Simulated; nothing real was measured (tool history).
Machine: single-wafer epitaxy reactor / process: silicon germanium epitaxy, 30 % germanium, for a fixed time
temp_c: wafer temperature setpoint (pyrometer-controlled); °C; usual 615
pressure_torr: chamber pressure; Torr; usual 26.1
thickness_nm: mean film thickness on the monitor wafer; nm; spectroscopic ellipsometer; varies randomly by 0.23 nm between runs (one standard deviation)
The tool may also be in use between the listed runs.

run     day  temp_c  pressure_torr  wafers since the last listed run  hours since the last pyrometer calibration  hours since the last manometer calibration  hours since the showerhead was replaced  hours since the gauge calibration  read-back reference wafer on the same gauge, thickness_nm  thickness_nm
  1   0.000     609           26.1                                 0                                      1638.7                                      2704.6                                   2690.5                              846.0                                                    101.819        82.625
  2   1.612     615           28.1                               445                                      1677.4                                      2743.3                                   2729.2                              884.7                                                    101.855        95.585
  3   3.054     615           28.1                               398                                      1712.0                                      2777.9                                   2763.8                              919.3                                                    101.795        95.108
  4   5.917     615           26.1                               790                                      1780.7                                      2846.6                                   2832.5                              988.0                                                    101.792        91.188
  5   8.596     615           26.1                               740                                      1845.0                                      2910.9                                   2896.8                             1052.3                                                    101.815        90.990
  6   9.821     615           26.1                               338                                      1874.4                                      2940.3                                   2926.2                             1081.7                                                    101.788        91.265
  7  11.438     615           26.1                               446                                      1913.2                                      2979.1                                   2965.0                             1120.5                                                    101.739        90.807
  8  14.050     615           26.1                               721                                      1975.9                                      3041.8                                   3027.7                             1183.2                                                    101.813        91.312
  9  16.558     615           26.1                               692                                      2036.1                                      3102.0                                   3087.9                             1243.4                                                    101.800        90.913
 10  18.229     621           26.1                               461                                      2076.2                                      3142.1                                   3128.0                             1283.5                                                    101.770       100.313
 11  19.612     621           26.1                               382                                      2109.4                                      3175.3                                   3161.2                             1316.7                                                    101.809       100.222
 12  20.621     621           26.1                               278                                      2133.6                                      3199.5                                   3185.4                             1340.9                                                    101.845       100.193
     20.988  -- capacitance manometer re-zeroed and calibrated
 13  22.521     615           26.1                               432                                      2179.2                                        36.8                                   3231.0                             1386.5                                                    101.799        86.245
     23.567  -- showerhead replaced
     25.117  -- gauge calibrated
 14  25.304     608           26.1                               676                                      2246.0                                       103.6                                     41.7                                4.5                                                    101.764        77.763
 15  27.783     608           26.1                               684                                      2305.5                                       163.1                                    101.2                               64.0                                                    101.821        77.310
 16  30.050     615           26.1                               626                                      2359.9                                       217.5                                    155.6                              118.4                                                    101.744        86.260
 17  32.129     606           21.6                               574                                      2409.8                                       267.4                                    205.5                              168.3                                                    101.706        65.288
 18  33.596     605           26.1                               405                                      2445.0                                       302.6                                    240.7                              203.5                                                    101.817        74.198
 19  35.462     609           20.0                               515                                      2489.8                                       347.4                                    285.5                              248.3                                                    101.769        64.420
 20  37.962     615           22.4                               690                                      2549.8                                       407.4                                    345.5                              308.3                                                    101.798        77.262
 21  40.138     615           22.4                               600                                      2602.0                                       459.6                                    397.7                              360.5                                                    101.760        77.565
 22  42.875     615           26.1                               756                                      2667.7                                       525.3                                    463.4                              426.2                                                    101.853        86.529
     43.671  -- pyrometer calibrated
 23  45.208     628           20.7                               552                                        36.9                                       581.3                                    519.4                              482.2                                                    101.823        91.716
 24  46.792     627           29.0                               437                                        74.9                                       619.3                                    557.4                              520.2                                                    101.815       115.237
 25  47.929     615           26.1                               314                                       102.2                                       646.6                                    584.7                              547.5                                                    101.775        89.779
 26  49.846     605           31.8                               529                                       148.2                                       692.6                                    630.7                              593.5                                                    101.780        86.936
 27  52.000     623           31.8                               595                                       199.9                                       744.3                                    682.4                              645.2                                                    101.809       115.539
 28  54.333     628           31.6                               644                                       255.9                                       800.3                                    738.4                              701.2                                                    101.759       123.380
 29  56.129     615           28.1                               496                                       299.0                                       843.4                                    781.5                              744.3                                                    101.830        94.433
 30  58.800     604           19.9                               737                                       363.1                                       907.5                                    845.6                              808.4                                                    101.856        61.387
 31  61.233     605           26.1                               672                                       421.5                                       965.9                                    904.0                              866.8                                                    101.760        76.862
 32  63.817     623           22.1                               713                                       483.5                                      1027.9                                    966.0                              928.8                                                    101.867        90.061
 33  68.388     610           27.9                              1262                                       593.2                                      1137.6                                   1075.7                             1038.5                                                    101.894        86.938
 34  70.846     615           26.1                               679                                       652.2                                      1196.6                                   1134.7                             1097.5                                                    101.806        89.759
 35  72.425     602           28.1                               436                                       690.1                                      1234.5                                   1172.6                             1135.4                                                    101.787        76.870

4 ways to go on from here, each from the tool as it stands after run 35. What would each give?
  A  72.442     615           26.1                                 4                                       690.5                                      1234.9                                   1173.0                             1135.8                                                          ?             ?
  B  72.442     602           22.7                                 4                                       690.5                                      1234.9                                   1173.0                             1135.8                                                          ?             ?
  C  72.442     607           28.8                                 4                                       690.5                                      1234.9                                   1173.0                             1135.8                                                          ?             ?
  D  72.442     601           31.9                                 4                                       690.5                                      1234.9                                   1173.0                             1135.8                                                          ?             ?

run  read-back reference wafer on the same gauge, thickness_nm  thickness_nm
  A                                                    101.774        90.249
  B                                                    101.774        66.535
  C                                                    101.774        84.947
  D                                                    101.774        82.277
Without the tool's hidden state the same runs would have given:
run  thickness_nm
  A        87.632
  B        64.613
  C        82.489
  D        79.900
